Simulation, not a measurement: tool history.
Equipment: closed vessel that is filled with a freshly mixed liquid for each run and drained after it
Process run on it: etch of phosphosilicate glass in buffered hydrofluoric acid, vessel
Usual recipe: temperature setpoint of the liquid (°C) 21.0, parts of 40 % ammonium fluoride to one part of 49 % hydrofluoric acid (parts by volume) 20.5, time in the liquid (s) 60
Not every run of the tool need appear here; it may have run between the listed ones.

run	hour	temperature setpoint of the liquid (°C)	parts of 40 % ammonium fluoride to one part of 49 % hydrofluoric acid (parts by volume)	time in the liquid (s)	read-back film thickness of the phosphosilicate glass reference wafer, read on the same gauge (nm)	thickness taken off the phosphosilicate glass on a monitor wafer (Å)
1	0.0	23.0	20.5	60	40.01	1377.4
2	67.3	23.0	20.5	60	40.00	1385.6
3	133.9	23.5	20.5	60	40.00	1429.9
4	191.6	23.5	20.5	60	40.02	1408.5
# hour 235.1: gauge calibrated
5	250.4	21.0	20.5	40	39.99	816.3
6	313.3	21.0	16.0	75	39.98	1899.8
7	373.4	21.0	16.0	75	40.01	1867.3
8	406.6	21.0	16.0	75	39.99	1882.5
9	477.0	21.0	20.5	30	40.00	608.3
10	508.6	21.0	20.5	30	39.98	612.6
11	555.7	21.0	20.5	80	40.00	1597.2
12	619.8	21.0	20.5	80	40.00	1603.0
13	650.8	21.0	20.5	60	40.00	1197.9
# hour 665.5: thermometer replaced
14	693.5	22.5	20.5	60	40.00	1292.7
15	741.2	22.5	20.5	60	39.98	1308.7
16	826.2	23.5	27.5	50	39.99	929.3
17	850.3	17.5	20.5	60	40.01	956.5
18	892.5	21.0	20.5	60	40.01	1191.4
19	1049.5	21.0	25.5	60	39.99	1015.3
20	1078.9	21.0	20.5	60	39.99	1174.0
21	1172.1	21.0	20.5	60	40.00	1156.7
# hour 1235.2: hydrofluoric acid flow meter replaced
22	1239.3	22.5	14.0	60	40.00	1954.7
23	1309.2	25.0	24.0	90	40.00	2090.8
# hour 1311.6: gauge calibrated
24	1343.4	21.0	20.5	60	40.00	1254.9
25	1405.9	21.0	23.0	85	40.01	1639.4
26	1473.4	23.0	28.0	45	39.98	836.7

What does the tool deliver on the next run?
27	1497.7	21.0	20.5	85	?	?

Logged for run 27: read-back film thickness of the phosphosilicate glass reference wafer, read on the same gauge (nm) 39.99, thickness taken off the phosphosilicate glass on a monitor wafer (Å) 1767.9.
Had the tool carried no hidden state, the very same run would have given thickness taken off the phosphosilicate glass on a monitor wafer (Å) 1802.1.
